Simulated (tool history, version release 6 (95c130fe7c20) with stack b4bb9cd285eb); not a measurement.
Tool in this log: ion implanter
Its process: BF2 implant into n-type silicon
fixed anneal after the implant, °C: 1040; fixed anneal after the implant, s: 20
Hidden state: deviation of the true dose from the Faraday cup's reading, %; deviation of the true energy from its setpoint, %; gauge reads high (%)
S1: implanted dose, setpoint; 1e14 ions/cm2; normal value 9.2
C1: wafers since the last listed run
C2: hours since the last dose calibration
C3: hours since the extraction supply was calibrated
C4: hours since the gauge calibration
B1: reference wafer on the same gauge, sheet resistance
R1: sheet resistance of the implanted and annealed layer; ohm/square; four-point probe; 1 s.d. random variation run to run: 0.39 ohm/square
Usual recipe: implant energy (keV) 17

run 1 day=0 | S1=10.43 implant_energy_(keV)=13.5 | C1=0 C2=1782.8 C3=1865.9 C4=546 | B1=161.99 | R1=170.75
run 2 day=1.9 | S1=10.14 implant_energy_(keV)=14 | C1=562 C2=1828.4 C3=1911.5 C4=591.6 | B1=162.08 | R1=172.18
run 3 day=3.162 | S1=10.14 implant_energy_(keV)=14 | C1=373 C2=1858.7 C3=1941.8 C4=621.9 | B1=161.9 | R1=172.29
run 4 day=5.85 | S1=9.2 implant_energy_(keV)=17 | C1=795 C2=1923.2 C3=2006.3 C4=686.4 | B1=161.9 | R1=171.45
run 5 day=8.367 | S1=9.2 implant_energy_(keV)=17 | C1=744 C2=1983.6 C3=2066.7 C4=746.8 | B1=161.98 | R1=171.58
run 6 day=9.825 | S1=9.2 implant_energy_(keV)=17 | C1=431 C2=2018.6 C3=2101.7 C4=781.8 | B1=161.78 | R1=172.35
run 7 day=12.042 | S1=9.2 implant_energy_(keV)=17 | C1=655 C2=2071.8 C3=2154.9 C4=835 | B1=162.04 | R1=170.86
run 8 day=13.404 | S1=9.2 implant_energy_(keV)=17 | C1=403 C2=2104.5 C3=2187.6 C4=867.7 | B1=162.08 | R1=172.13
-- day=15.171 gauge calibrated
run 9 day=15.542 | S1=10.55 implant_energy_(keV)=13 | C1=632 C2=2155.8 C3=2238.9 C4=8.9 | B1=161.87 | R1=172.51
-- day=16.033 Faraday cup replaced and dose calibrated
run 10 day=17.342 | S1=9.2 implant_energy_(keV)=17 | C1=434 C2=31.4 C3=2282.1 C4=52.1 | B1=161.97 | R1=174.95
run 11 day=18.438 | S1=7.01 implant_energy_(keV)=20 | C1=324 C2=57.7 C3=2308.4 C4=78.4 | B1=161.99 | R1=200.81
run 12 day=19.625 | S1=9.2 implant_energy_(keV)=17 | C1=351 C2=86.2 C3=2336.9 C4=106.9 | B1=161.98 | R1=174.11
-- day=23.075 extraction supply calibrated
run 13 day=27.504 | S1=10.79 implant_energy_(keV)=21 | C1=2233 C2=275.3 C3=106.3 C4=296 | B1=161.95 | R1=151.41
run 14 day=29.683 | S1=9.95 implant_energy_(keV)=13.5 | C1=644 C2=327.6 C3=158.6 C4=348.3 | B1=162.02 | R1=177.54
run 15 day=32.271 | S1=9.2 implant_energy_(keV)=17 | C1=765 C2=389.7 C3=220.7 C4=410.4 | B1=162.05 | R1=173.3
run 16 day=34.204 | S1=10.61 implant_energy_(keV)=14.5 | C1=572 C2=436.1 C3=267.1 C4=456.8 | B1=161.91 | R1=168.65
run 17 day=36.921 | S1=10.1 implant_energy_(keV)=17 | C1=803 C2=501.3 C3=332.3 C4=522 | B1=161.86 | R1=165.21
run 18 day=38.533 | S1=8.07 implant_energy_(keV)=15 | C1=477 C2=540 C3=371 C4=560.7 | B1=161.99 | R1=192.54
run 19 day=40.1 | S1=7.04 implant_energy_(keV)=12.5 | C1=463 C2=577.6 C3=408.6 C4=598.3 | B1=161.95 | R1=218.45

Each row is a separate what-if for the run after 19, all from the same tool condition, not one after another. Results?
run A day=40.117 | S1=9.2 implant_energy_(keV)=17 | C1=4 C2=578 C3=409 C4=598.7 | B1=? | R1=?
run B day=40.117 | S1=11.23 implant_energy_(keV)=19 | C1=4 C2=578 C3=409 C4=598.7 | B1=? | R1=?
run C day=40.117 | S1=9.2 implant_energy_(keV)=12.5 | C1=4 C2=578 C3=409 C4=598.7 | B1=? | R1=?
run D day=40.117 | S1=11.3 implant_energy_(keV)=21.5 | C1=4 C2=578 C3=409 C4=598.7 | B1=? | R1=?
run E day=40.117 | S1=10.74 implant_energy_(keV)=17 | C1=4 C2=578 C3=409 C4=598.7 | B1=? | R1=?

run=A B1=162.02 R1=172.45
run=B B1=162.02 R1=151.85
run=C B1=162.02 R1=186.19
run=D B1=162.02 R1=145.97
run=E B1=162.02 R1=159.85
Take away the tool's hidden state, keep each run's random variation, and the runs would have read:
run=A R1=175.25
run=B R1=153.85
run=C R1=189.06
run=D R1=147.97
run=E R1=162.01
